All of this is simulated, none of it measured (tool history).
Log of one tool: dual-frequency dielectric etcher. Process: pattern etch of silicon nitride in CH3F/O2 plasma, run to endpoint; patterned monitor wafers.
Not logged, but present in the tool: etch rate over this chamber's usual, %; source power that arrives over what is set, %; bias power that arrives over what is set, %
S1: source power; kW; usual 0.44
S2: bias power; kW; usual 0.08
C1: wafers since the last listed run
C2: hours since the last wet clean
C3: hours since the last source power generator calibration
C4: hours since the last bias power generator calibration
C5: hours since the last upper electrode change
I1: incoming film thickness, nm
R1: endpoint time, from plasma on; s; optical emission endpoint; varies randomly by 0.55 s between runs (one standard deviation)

{"run": 1, "hour": 0.0, "S1": 0.39, "S2": 0.08, "C1": 0, "C2": 575.2, "C3": 4461, "C4": 1780.7, "C5": 1815.4, "I1": 78, "R1": 105.9}
{"run": 2, "hour": 14.5, "S1": 0.39, "S2": 0.08, "C1": 126, "C2": 589.7, "C3": 4475.5, "C4": 1795.2, "C5": 1829.9, "I1": 78.2, "R1": 106.3}
{"run": 3, "hour": 29.2, "S1": 0.44, "S2": 0.08, "C1": 128, "C2": 604.4, "C3": 4490.2, "C4": 1809.9, "C5": 1844.6, "I1": 76.6, "R1": 97.6}
{"run": 4, "hour": 38.8, "S1": 0.44, "S2": 0.08, "C1": 83, "C2": 614, "C3": 4499.8, "C4": 1819.5, "C5": 1854.2, "I1": 77.9, "R1": 100.3}
{"run": 5, "hour": 55.9, "S1": 0.44, "S2": 0.08, "C1": 149, "C2": 631.1, "C3": 4516.9, "C4": 1836.6, "C5": 1871.3, "I1": 77.5, "R1": 99.3}
{"run": 6, "hour": 67.5, "S1": 0.44, "S2": 0.08, "C1": 101, "C2": 642.7, "C3": 4528.5, "C4": 1848.2, "C5": 1882.9, "I1": 77.1, "R1": 99.6}
{"run": 7, "hour": 76.7, "S1": 0.37, "S2": 0.08, "C1": 80, "C2": 651.9, "C3": 4537.7, "C4": 1857.4, "C5": 1892.1, "I1": 77.9, "R1": 108.5}
{"run": 8, "hour": 88.3, "S1": 0.37, "S2": 0.08, "C1": 101, "C2": 663.5, "C3": 4549.3, "C4": 1869, "C5": 1903.7, "I1": 76.9, "R1": 109.5}
{"run": 9, "hour": 98.6, "S1": 0.44, "S2": 0.065, "C1": 89, "C2": 673.8, "C3": 4559.6, "C4": 1879.3, "C5": 1914, "I1": 77.2, "R1": 105.1}
{"hour": 125.7, "done": "wet clean of the chamber"}
{"run": 10, "hour": 126.2, "S1": 0.44, "S2": 0.065, "C1": 31, "C2": 0.5, "C3": 4587.2, "C4": 1906.9, "C5": 1941.6, "I1": 77.2, "R1": 97.4}
{"run": 11, "hour": 126.6, "S1": 0.44, "S2": 0.08, "C1": 3, "C2": 0.9, "C3": 4587.6, "C4": 1907.3, "C5": 1942, "I1": 77.8, "R1": 94.9}
{"run": 12, "hour": 127.4, "S1": 0.44, "S2": 0.088, "C1": 6, "C2": 1.7, "C3": 4588.4, "C4": 1908.1, "C5": 1942.8, "I1": 77.1, "R1": 91.8}
{"run": 13, "hour": 140.4, "S1": 0.44, "S2": 0.088, "C1": 113, "C2": 14.7, "C3": 4601.4, "C4": 1921.1, "C5": 1955.8, "I1": 77.1, "R1": 92.6}
{"run": 14, "hour": 148.7, "S1": 0.44, "S2": 0.08, "C1": 72, "C2": 23, "C3": 4609.7, "C4": 1929.4, "C5": 1964.1, "I1": 77.9, "R1": 94.8}
{"run": 15, "hour": 159.0, "S1": 0.52, "S2": 0.097, "C1": 89, "C2": 33.3, "C3": 4620, "C4": 1939.7, "C5": 1974.4, "I1": 77.8, "R1": 84.7}
{"run": 16, "hour": 175.1, "S1": 0.44, "S2": 0.08, "C1": 140, "C2": 49.4, "C3": 4636.1, "C4": 1955.8, "C5": 1990.5, "I1": 77.8, "R1": 95.6}
{"run": 17, "hour": 191.2, "S1": 0.54, "S2": 0.08, "C1": 140, "C2": 65.5, "C3": 4652.2, "C4": 1971.9, "C5": 2006.6, "I1": 77.6, "R1": 86.6}
{"run": 18, "hour": 199.6, "S1": 0.44, "S2": 0.08, "C1": 73, "C2": 73.9, "C3": 4660.6, "C4": 1980.3, "C5": 2015, "I1": 77.5, "R1": 94.3}
{"hour": 210.4, "done": "source power generator calibrated"}
{"hour": 230.3, "done": "bias power generator calibrated"}
{"hour": 232.0, "done": "upper electrode replaced"}
{"run": 19, "hour": 232.5, "S1": 0.44, "S2": 0.08, "C1": 202, "C2": 106.8, "C3": 22.1, "C4": 2.2, "C5": 0.5, "I1": 77.1, "R1": 95.3}
{"run": 20, "hour": 238.9, "S1": 0.44, "S2": 0.08, "C1": 55, "C2": 113.2, "C3": 28.5, "C4": 8.6, "C5": 6.9, "I1": 78.5, "R1": 96.4}
{"run": 21, "hour": 256.1, "S1": 0.39, "S2": 0.089, "C1": 149, "C2": 130.4, "C3": 45.7, "C4": 25.8, "C5": 24.1, "I1": 78.7, "R1": 101.1}
{"run": 22, "hour": 264.8, "S1": 0.48, "S2": 0.075, "C1": 75, "C2": 139.1, "C3": 54.4, "C4": 34.5, "C5": 32.8, "I1": 78, "R1": 93.3}
{"run": 23, "hour": 272.0, "S1": 0.4, "S2": 0.062, "C1": 62, "C2": 146.3, "C3": 61.6, "C4": 41.7, "C5": 40, "I1": 78, "R1": 104.3}
{"run": 24, "hour": 285.0, "S1": 0.44, "S2": 0.08, "C1": 113, "C2": 159.3, "C3": 74.6, "C4": 54.7, "C5": 53, "I1": 77.8, "R1": 96.5}
{"run": 25, "hour": 298.5, "S1": 0.52, "S2": 0.068, "C1": 117, "C2": 172.8, "C3": 88.1, "C4": 68.2, "C5": 66.5, "I1": 77.8, "R1": 91.9}
{"run": 26, "hour": 307.4, "S1": 0.41, "S2": 0.08, "C1": 77, "C2": 181.7, "C3": 97, "C4": 77.1, "C5": 75.4, "I1": 76.9, "R1": 98.8}
{"run": 27, "hour": 317.3, "S1": 0.36, "S2": 0.08, "C1": 86, "C2": 191.6, "C3": 106.9, "C4": 87, "C5": 85.3, "I1": 77.5, "R1": 105.2}
{"run": 28, "hour": 327.6, "S1": 0.44, "S2": 0.08, "C1": 89, "C2": 201.9, "C3": 117.2, "C4": 97.3, "C5": 95.6, "I1": 77.3, "R1": 96.6}

Branching from run 28: 5 alternative next runs. What would each branch give?
{"run": "A", "hour": 328.1, "S1": 0.53, "S2": 0.08, "C1": 4, "C2": 202.4, "C3": 117.7, "C4": 97.8, "C5": 96.1, "I1": 77.1, "R1": "?"}
{"run": "B", "hour": 328.1, "S1": 0.41, "S2": 0.091, "C1": 4, "C2": 202.4, "C3": 117.7, "C4": 97.8, "C5": 96.1, "I1": 77.1, "R1": "?"}
{"run": "C", "hour": 328.1, "S1": 0.49, "S2": 0.069, "C1": 4, "C2": 202.4, "C3": 117.7, "C4": 97.8, "C5": 96.1, "I1": 77.1, "R1": "?"}
{"run": "D", "hour": 328.1, "S1": 0.5, "S2": 0.08, "C1": 4, "C2": 202.4, "C3": 117.7, "C4": 97.8, "C5": 96.1, "I1": 77.1, "R1": "?"}
{"run": "E", "hour": 328.1, "S1": 0.35, "S2": 0.07, "C1": 4, "C2": 202.4, "C3": 117.7, "C4": 97.8, "C5": 96.1, "I1": 77.1, "R1": "?"}

run=A R1=87.8
run=B R1=96.9
run=C R1=93.7
run=D R1=90.3
run=E R1=110.7
Had the tool no hidden state, the same runs would have come out as:
run=A R1=85.7
run=B R1=94.6
run=C R1=91.4
run=D R1=88.1
run=E R1=108
